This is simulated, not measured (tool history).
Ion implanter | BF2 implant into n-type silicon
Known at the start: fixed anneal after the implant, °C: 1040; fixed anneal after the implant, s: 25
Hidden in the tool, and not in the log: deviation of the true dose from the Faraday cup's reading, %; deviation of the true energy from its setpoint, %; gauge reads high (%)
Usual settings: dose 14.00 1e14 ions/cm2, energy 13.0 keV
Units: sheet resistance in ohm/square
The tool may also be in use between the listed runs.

run,hour,dose,energy,wafers since the last listed run,hours since the last dose calibration,hours since the extraction supply was calibrated,hours since the gauge calibration,"read-back reference wafer on the same gauge, sheet resistance",sheet resistance
1,0.0,14.00,13.0,0,1460.2,7026.1,335.3,119.00,138.66
2,16.5,14.00,13.0,557,1476.7,7042.6,351.8,119.00,138.45
3,24.5,14.00,13.0,270,1484.7,7050.6,359.8,118.99,138.45
4,33.4,14.00,13.0,300,1493.6,7059.5,368.7,119.02,138.55
5,41.3,14.00,13.0,267,1501.5,7067.4,376.6,119.00,138.83
6,52.7,17.25,14.5,385,1512.9,7078.8,388.0,119.01,127.54
7,64.7,14.00,14.5,405,1524.9,7090.8,400.0,119.00,134.92
8,73.1,14.00,13.0,283,1533.3,7099.2,408.4,118.99,138.41
9,81.2,14.00,13.0,273,1541.4,7107.3,416.5,118.98,138.56
10,104.6,14.00,13.0,791,1564.8,7130.7,439.9,118.99,138.86
11,113.8,14.00,13.0,311,1574.0,7139.9,449.1,119.00,138.62
12,124.9,14.00,13.0,375,1585.1,7151.0,460.2,119.03,138.46
13,136.3,12.52,9.0,385,1596.5,7162.4,471.6,119.02,156.34
14,143.3,14.00,13.0,236,1603.5,7169.4,478.6,118.99,138.28
15,157.9,14.00,13.0,493,1618.1,7184.0,493.2,118.98,138.29
16,169.1,11.11,10.5,378,1629.3,7195.2,504.4,119.01,158.05
17,185.3,15.98,10.0,547,1645.5,7211.4,520.6,118.98,141.30
# hour 188.5: gauge calibrated
18,194.3,14.00,13.0,304,1654.5,7220.4,5.8,119.01,138.17
19,206.6,16.29,13.0,415,1666.8,7232.7,18.1,119.01,132.96
# hour 216.0: Faraday cup replaced and dose calibrated
20,217.2,16.39,17.0,87,1.2,7243.3,28.7,119.00,125.21
21,229.8,14.00,13.0,425,13.8,7255.9,41.3,119.00,140.09
# hour 243.1: extraction supply calibrated
22,243.6,14.00,13.0,196,27.6,0.5,55.1,119.00,140.86
23,248.6,14.00,11.5,169,32.6,5.5,60.1,119.02,145.01
24,258.6,15.61,15.5,338,42.6,15.5,70.1,119.00,129.78
25,273.3,15.94,15.0,496,57.3,30.2,84.8,118.99,130.44
26,285.7,18.06,13.0,419,69.7,42.6,97.2,118.99,131.11
27,296.6,9.85,8.5,368,80.6,53.5,108.1,119.01,179.60
28,305.9,12.93,15.5,314,89.9,62.8,117.4,119.02,138.09
29,320.6,11.80,9.0,496,104.6,77.5,132.1,118.99,162.48
30,326.9,14.00,13.0,212,110.9,83.8,138.4,118.99,140.48
31,341.4,12.76,16.5,490,125.4,98.3,152.9,118.99,136.28
32,355.8,17.41,13.0,486,139.8,112.7,167.3,119.00,132.37
33,364.6,11.63,15.5,297,148.6,121.5,176.1,118.99,144.11
34,380.6,14.00,15.5,540,164.6,137.5,192.1,118.98,134.05
35,394.5,15.09,13.0,469,178.5,151.4,206.0,119.03,137.21
36,410.0,15.38,14.5,523,194.0,166.9,221.5,119.01,132.68
37,421.0,14.00,10.0,371,205.0,177.9,232.5,118.99,148.78

How the hidden state differs across the entries between the runs, from the last listed run before each to the first after it:
Between runs 17 and 18: gauge calibrated (hour 188.5)
  deviation of the true dose from the Faraday cup's reading, %: 5.78 -> 5.8
  measured less the result without the state, sheet resistance: -2.10 -> -2.49 ohm/square
Between runs 19 and 20: Faraday cup replaced and dose calibrated (hour 216.0)
  deviation of the true dose from the Faraday cup's reading, %: 5.84 -> 0.597
  measured less the result without the state, sheet resistance: -1.90 -> -0.19 ohm/square
Between runs 21 and 22: extraction supply calibrated (hour 243.1)
  deviation of the true dose from the Faraday cup's reading, %: 0.637 -> 0.681
  measured less the result without the state, sheet resistance: -0.30 -> -0.32 ohm/square
